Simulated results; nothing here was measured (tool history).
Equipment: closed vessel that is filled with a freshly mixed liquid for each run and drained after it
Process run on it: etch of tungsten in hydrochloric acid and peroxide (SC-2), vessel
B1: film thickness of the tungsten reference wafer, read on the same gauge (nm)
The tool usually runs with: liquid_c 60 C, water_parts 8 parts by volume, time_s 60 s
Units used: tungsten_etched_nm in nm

run 1 day=0 | liquid_c=60 water_parts=8 time_s=60 | B1=59.97 | tungsten_etched_nm=42.89
run 2 day=4.467 | liquid_c=60 water_parts=8 time_s=60 | B1=60.01 | tungsten_etched_nm=42.77
-- day=6.683 new drum of peroxide connected
-- day=11.329 thermometer replaced
run 3 day=13.788 | liquid_c=60 water_parts=8 time_s=60 | B1=60.01 | tungsten_etched_nm=40.69
run 4 day=18.25 | liquid_c=60 water_parts=8 time_s=35 | B1=60.01 | tungsten_etched_nm=23.76
run 5 day=20.812 | liquid_c=62.5 water_parts=9.5 time_s=60 | B1=59.98 | tungsten_etched_nm=41.35
run 6 day=24.842 | liquid_c=62.5 water_parts=9.5 time_s=60 | B1=59.99 | tungsten_etched_nm=41.57
run 7 day=27.038 | liquid_c=62.5 water_parts=9.5 time_s=60 | B1=59.97 | tungsten_etched_nm=41.96
-- day=27.354 new drum of peroxide connected
-- day=29.283 chemicals flow meter replaced
run 8 day=30.508 | liquid_c=60 water_parts=7 time_s=85 | B1=59.99 | tungsten_etched_nm=68.29
run 9 day=33.104 | liquid_c=60 water_parts=7 time_s=85 | B1=59.98 | tungsten_etched_nm=68.78
run 10 day=37.212 | liquid_c=60 water_parts=8 time_s=60 | B1=59.99 | tungsten_etched_nm=43.78
run 11 day=39.517 | liquid_c=56.5 water_parts=4.5 time_s=50 | B1=59.97 | tungsten_etched_nm=44.8
run 12 day=41.367 | liquid_c=65 water_parts=10 time_s=30 | B1=60.01 | tungsten_etched_nm=24.78
-- day=43.525 thermometer replaced
run 13 day=45.408 | liquid_c=60 water_parts=4.5 time_s=60 | B1=60.02 | tungsten_etched_nm=64.43
-- day=45.754 new drum of peroxide connected
-- day=47.275 gauge calibrated
run 14 day=49.812 | liquid_c=62.5 water_parts=8 time_s=40 | B1=59.98 | tungsten_etched_nm=32.83
run 15 day=54.079 | liquid_c=60 water_parts=8 time_s=60 | B1=59.99 | tungsten_etched_nm=41.87
run 16 day=58.492 | liquid_c=55.5 water_parts=4 time_s=60 | B1=60.04 | tungsten_etched_nm=53.07
run 17 day=60.283 | liquid_c=50 water_parts=6 time_s=75 | B1=60 | tungsten_etched_nm=34.7
run 18 day=64.662 | liquid_c=60 water_parts=9.5 time_s=95 | B1=60.01 | tungsten_etched_nm=57.74

4 options for the next run, each taken on its own from the tool as it stands now. Forecast them:
run A day=64.692 | liquid_c=53 water_parts=8 time_s=60 | B1=? | tungsten_etched_nm=?
run B day=64.692 | liquid_c=60 water_parts=10 time_s=40 | B1=? | tungsten_etched_nm=?
run C day=64.692 | liquid_c=64 water_parts=8 time_s=90 | B1=? | tungsten_etched_nm=?
run D day=64.692 | liquid_c=69.5 water_parts=5 time_s=75 | B1=? | tungsten_etched_nm=?

run=A B1=60.03 tungsten_etched_nm=27.23
run=B B1=60.03 tungsten_etched_nm=23.62
run=C B1=60.03 tungsten_etched_nm=81.76
run=D B1=60.03 tungsten_etched_nm=135.93
Had the tool no hidden state, the same runs would have come out as:
run=A tungsten_etched_nm=27.17
run=B tungsten_etched_nm=23.64
run=C tungsten_etched_nm=81.78
run=D tungsten_etched_nm=135.63
